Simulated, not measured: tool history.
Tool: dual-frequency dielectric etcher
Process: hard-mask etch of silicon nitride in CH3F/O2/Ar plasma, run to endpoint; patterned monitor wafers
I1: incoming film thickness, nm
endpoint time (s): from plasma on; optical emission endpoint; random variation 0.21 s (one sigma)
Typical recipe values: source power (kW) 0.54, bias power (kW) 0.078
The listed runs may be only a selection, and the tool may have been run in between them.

run 1 hour=0 | source_power_(kW)=0.54 bias_power_(kW)=0.078 | I1=53.5 | endpoint_time_(s)=69.6
run 2 hour=36.4 | source_power_(kW)=0.54 bias_power_(kW)=0.091 | I1=53.3 | endpoint_time_(s)=66.1
run 3 hour=95 | source_power_(kW)=0.54 bias_power_(kW)=0.091 | I1=53.3 | endpoint_time_(s)=66.4
run 4 hour=143.6 | source_power_(kW)=0.62 bias_power_(kW)=0.078 | I1=53 | endpoint_time_(s)=65
run 5 hour=206.8 | source_power_(kW)=0.62 bias_power_(kW)=0.078 | I1=53.6 | endpoint_time_(s)=65.5
-- hour=242 wet clean of the chamber
run 6 hour=242.5 | source_power_(kW)=0.62 bias_power_(kW)=0.078 | I1=53.6 | endpoint_time_(s)=64.6
run 7 hour=304.8 | source_power_(kW)=0.51 bias_power_(kW)=0.078 | I1=52.8 | endpoint_time_(s)=69.7
run 8 hour=360.3 | source_power_(kW)=0.51 bias_power_(kW)=0.078 | I1=53.2 | endpoint_time_(s)=70.6
run 9 hour=392.2 | source_power_(kW)=0.54 bias_power_(kW)=0.078 | I1=52.9 | endpoint_time_(s)=68.2
run 10 hour=416.9 | source_power_(kW)=0.54 bias_power_(kW)=0.078 | I1=53.7 | endpoint_time_(s)=69.1
run 11 hour=463.7 | source_power_(kW)=0.54 bias_power_(kW)=0.093 | I1=52.9 | endpoint_time_(s)=65.2
run 12 hour=535.5 | source_power_(kW)=0.54 bias_power_(kW)=0.093 | I1=53.4 | endpoint_time_(s)=66.2
run 13 hour=568.4 | source_power_(kW)=0.54 bias_power_(kW)=0.078 | I1=52.7 | endpoint_time_(s)=69
-- hour=626.9 wet clean of the chamber
run 14 hour=630.9 | source_power_(kW)=0.54 bias_power_(kW)=0.078 | I1=53.3 | endpoint_time_(s)=67.8
run 15 hour=677.8 | source_power_(kW)=0.54 bias_power_(kW)=0.078 | I1=52.9 | endpoint_time_(s)=67.9
-- hour=731 upper electrode replaced
run 16 hour=731.5 | source_power_(kW)=0.54 bias_power_(kW)=0.078 | I1=53.2 | endpoint_time_(s)=68.1
run 17 hour=741.7 | source_power_(kW)=0.54 bias_power_(kW)=0.078 | I1=53.1 | endpoint_time_(s)=68.6
run 18 hour=806.3 | source_power_(kW)=0.54 bias_power_(kW)=0.078 | I1=52.7 | endpoint_time_(s)=67.8
run 19 hour=852.8 | source_power_(kW)=0.54 bias_power_(kW)=0.078 | I1=52.7 | endpoint_time_(s)=68.2
run 20 hour=915.1 | source_power_(kW)=0.4 bias_power_(kW)=0.073 | I1=53 | endpoint_time_(s)=81.9
run 21 hour=961.3 | source_power_(kW)=0.64 bias_power_(kW)=0.089 | I1=53.1 | endpoint_time_(s)=61.4
-- hour=987.6 source power generator calibrated
-- hour=1035.9 wet clean of the chamber
run 22 hour=1036.4 | source_power_(kW)=0.54 bias_power_(kW)=0.078 | I1=53.3 | endpoint_time_(s)=69.1
-- hour=1055.8 bias power generator calibrated
run 23 hour=1088.3 | source_power_(kW)=0.54 bias_power_(kW)=0.084 | I1=53.5 | endpoint_time_(s)=68.4
run 24 hour=1156.3 | source_power_(kW)=0.47 bias_power_(kW)=0.091 | I1=53.5 | endpoint_time_(s)=71.6
run 25 hour=1214.9 | source_power_(kW)=0.65 bias_power_(kW)=0.073 | I1=52.7 | endpoint_time_(s)=64.5
run 26 hour=1272.2 | source_power_(kW)=0.54 bias_power_(kW)=0.078 | I1=53.1 | endpoint_time_(s)=70.1
run 27 hour=1315.7 | source_power_(kW)=0.62 bias_power_(kW)=0.078 | I1=52.8 | endpoint_time_(s)=65.4
-- hour=1394.4 wet clean of the chamber
run 28 hour=1394.9 | source_power_(kW)=0.65 bias_power_(kW)=0.068 | I1=52.5 | endpoint_time_(s)=64.4
run 29 hour=1422.3 | source_power_(kW)=0.42 bias_power_(kW)=0.078 | I1=52.5 | endpoint_time_(s)=77.4
run 30 hour=1451.8 | source_power_(kW)=0.44 bias_power_(kW)=0.078 | I1=52.9 | endpoint_time_(s)=75.8
run 31 hour=1517.4 | source_power_(kW)=0.67 bias_power_(kW)=0.092 | I1=53.1 | endpoint_time_(s)=59.2
run 32 hour=1558.6 | source_power_(kW)=0.54 bias_power_(kW)=0.078 | I1=53.3 | endpoint_time_(s)=69.8
run 33 hour=1583.7 | source_power_(kW)=0.54 bias_power_(kW)=0.078 | I1=53.5 | endpoint_time_(s)=69.8
run 34 hour=1641.3 | source_power_(kW)=0.42 bias_power_(kW)=0.086 | I1=53.3 | endpoint_time_(s)=77.1
run 35 hour=1676.6 | source_power_(kW)=0.66 bias_power_(kW)=0.097 | I1=53 | endpoint_time_(s)=59.5
run 36 hour=1736.6 | source_power_(kW)=0.45 bias_power_(kW)=0.088 | I1=52.8 | endpoint_time_(s)=74.1

Pick out some run-to-run changes in endpoint time (s). Of each, how much would a tool without hidden state show as well, from the settings, what came in and chance, and how much is left for the hidden state and any gauge scatter not in both results compared?
Unlogged tool condition in this case: etch rate over this chamber's usual, %; source power that arrives over what is set, %; bias power that arrives over what is set, %.
Run 5 -> 6: wet clean of the chamber. endpoint time (s) -0.9: hidden state -1.5, all else +0.6.
Run 13 -> 14: wet clean of the chamber. endpoint time (s) -1.2: hidden state -1.6, all else +0.4.
Run 20 -> 21: source power (kW) 0.4 -> 0.64, bias power (kW) 0.073 -> 0.089. endpoint time (s) -20.5: hidden state +0.2, all else -20.7.
Run 27 -> 28: source power (kW) 0.62 -> 0.65, bias power (kW) 0.078 -> 0.068, wet clean of the chamber. endpoint time (s) -1: hidden state -1.4, all else +0.4.
Run 30 -> 31: source power (kW) 0.44 -> 0.67, bias power (kW) 0.078 -> 0.092. endpoint time (s) -16.6: hidden state +0.2, all else -16.8.
Run 34 -> 35: source power (kW) 0.42 -> 0.66, bias power (kW) 0.086 -> 0.097. endpoint time (s) -17.6: hidden state +0.1, all else -17.7.

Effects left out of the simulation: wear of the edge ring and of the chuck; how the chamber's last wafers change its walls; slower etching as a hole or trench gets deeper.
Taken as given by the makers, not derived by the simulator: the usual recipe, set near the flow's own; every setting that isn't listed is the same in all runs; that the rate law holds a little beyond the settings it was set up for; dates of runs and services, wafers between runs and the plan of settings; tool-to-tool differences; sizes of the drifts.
